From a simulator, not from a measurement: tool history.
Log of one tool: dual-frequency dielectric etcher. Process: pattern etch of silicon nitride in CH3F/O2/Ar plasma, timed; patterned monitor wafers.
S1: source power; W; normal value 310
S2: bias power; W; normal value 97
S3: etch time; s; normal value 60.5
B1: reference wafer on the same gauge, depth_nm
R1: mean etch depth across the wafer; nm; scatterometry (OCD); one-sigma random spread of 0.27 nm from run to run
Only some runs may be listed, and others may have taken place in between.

run	day	S1	S2	S3	B1	R1
1	0	310	97	48.5	51.15	33.02
2	2.892	310	97	48.5	51.1	32.64
3	6.671	310	97	60.5	51.13	42.6
4	9.842	310	97	60.5	51.12	42.09
5	12.821	310	97	60.5	51.09	41.44
6	16.875	270	97	60.5	51.08	39.67
7	18.442	270	97	60.5	51.11	38.92
8	20.758	270	97	60.5	51.09	39.99
9	24.867	310	97	60.5	51.08	41.36
10	26.633	310	87	71.5	51.09	46.63
11	30.3	310	105	65.5	51.11	45.55
12	34.579	260	88	44.5	51.11	28.33
13	37.879	310	97	60.5	51.05	41.74
14	40.625	250	117	49.5	51.06	34.68
15	42.275	310	97	60.5	51.1	41.58
16	43.85	310	97	60.5	51.13	41.61
17	46.088	380	89	60.5	51.09	41.76
18	48.888	360	97	48.5	51.08	35.39
19	51.625	360	97	65.5	51.14	46.95

Not shown here: 9 entries made in the log between runs. Locate each between two listed runs and compare the hidden state at the listed run before it with the hidden state at the listed run after it:
Run 2 -> run 3: wet clean of the chamber (day 4.65); gauge calibrated (day 5.417)
  etch rate over this chamber's usual, %: -4.41 -> -0.46
  the result without the hidden state subtracted from the measured one, R1: -1.5 -> -0.19 nm
Run 5 -> run 6: upper electrode replaced (day 16.733)
  etch rate over this chamber's usual, %: -2.62 -> -4.04
  the result without the hidden state subtracted from the measured one, R1: -1.11 -> -1.67 nm
Run 7 -> run 8: wet clean of the chamber (day 20.488)
  etch rate over this chamber's usual, %: -4.59 -> -1.16
  the result without the hidden state subtracted from the measured one, R1: -1.87 -> -0.47 nm
Run 8 -> run 9: source power generator calibrated (day 23.083)
  etch rate over this chamber's usual, %: -1.16 -> -2.6
  the result without the hidden state subtracted from the measured one, R1: -0.47 -> -1.1 nm
Run 11 -> run 12: wet clean of the chamber (day 33.454)
  etch rate over this chamber's usual, %: -4.51 -> -0.538
  the result without the hidden state subtracted from the measured one, R1: -2.15 -> -0.15 nm
Run 12 -> run 13: bias power generator calibrated (day 37.838)
  etch rate over this chamber's usual, %: -0.538 -> -1.7
  the result without the hidden state subtracted from the measured one, R1: -0.15 -> -0.72 nm
Run 14 -> run 15: gauge calibrated (day 40.942)
  etch rate over this chamber's usual, %: -2.66 -> -3.24
  the result without the hidden state subtracted from the measured one, R1: -0.95 -> -1.39 nm
Run 17 -> run 18: wet clean of the chamber (day 47.521)
  etch rate over this chamber's usual, %: -4.58 -> -0.419
  the result without the hidden state subtracted from the measured one, R1: -2 -> -0.14 nm
